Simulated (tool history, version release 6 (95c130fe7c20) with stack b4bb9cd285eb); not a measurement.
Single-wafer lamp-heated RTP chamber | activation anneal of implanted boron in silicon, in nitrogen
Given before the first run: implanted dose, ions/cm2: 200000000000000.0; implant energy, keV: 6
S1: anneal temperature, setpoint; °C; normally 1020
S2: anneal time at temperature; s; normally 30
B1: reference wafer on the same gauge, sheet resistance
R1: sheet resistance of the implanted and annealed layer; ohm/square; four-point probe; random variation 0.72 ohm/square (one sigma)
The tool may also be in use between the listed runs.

run	day	S1	S2	B1	R1
1	0.000	1020	30	573.03	480.92
2	2.304	1020	30	573.12	481.44
3	8.771	1030	43	572.96	475.45
4	10.258	1020	43	572.97	480.28
5	12.046	1020	30	573.11	482.11
6	13.412	1020	30	572.63	482.04
7	16.379	1007	40	572.70	480.28
8	18.350	1007	40	573.14	483.27
9	20.938	1007	40	572.85	482.11
10	23.392	1043	37	572.87	476.36
# day 24.750: gauge calibrated
# day 25.029: pyrometer window cleaned and pyrometer calibrated
11	25.612	1020	30	572.98	483.74
12	27.858	1020	30	572.93	481.60
13	30.554	1020	30	572.92	482.82
14	32.500	1020	30	573.08	483.38
15	34.496	1020	30	572.85	481.95
16	37.192	1020	30	573.14	482.46
17	38.492	1020	30	572.84	481.71
18	40.088	1020	30	572.98	481.01
# day 40.871: reflector plate cleaned
19	42.683	1032	41	572.82	477.80
20	44.054	1031	44	573.45	476.44
# day 44.571: pyrometer window cleaned and pyrometer calibrated
21	46.558	1011	21	572.67	485.20
22	47.958	1012	39	572.92	482.78
23	50.821	1020	14	572.96	486.10
24	53.454	996	43	572.97	483.14
25	56.158	1020	30	573.15	481.66
26	58.362	1004	23	573.33	485.47
27	60.871	1020	30	572.95	480.87
28	63.721	1045	14	572.94	484.93
29	66.079	995	40	572.93	485.43
30	67.483	1020	37	573.31	478.69
# day 69.312: pyrometer window cleaned and pyrometer calibrated
31	69.612	1020	30	573.19	481.74
32	72.200	1035	44	573.38	475.77
# day 73.371: gauge calibrated
33	73.983	1031	45	573.08	476.14
34	76.321	1020	30	572.92	480.24
35	78.667	1020	41	573.24	479.65
36	80.121	990	30	572.72	487.68

Branching from run 36: 5 alternative next runs. What would each branch give?
A	80.138	1020	17	?	?
B	80.138	995	42	?	?
C	80.138	1000	13	?	?
D	80.138	996	30	?	?
E	80.138	1020	46	?	?

run	B1	R1
A	573.02	485.03
B	573.02	483.70
C	573.02	489.17
D	573.02	485.62
E	573.02	478.28
Had the tool no hidden state, the same runs would have come out as:
run	R1
A	485.03
B	483.70
C	489.17
D	485.62
E	478.28
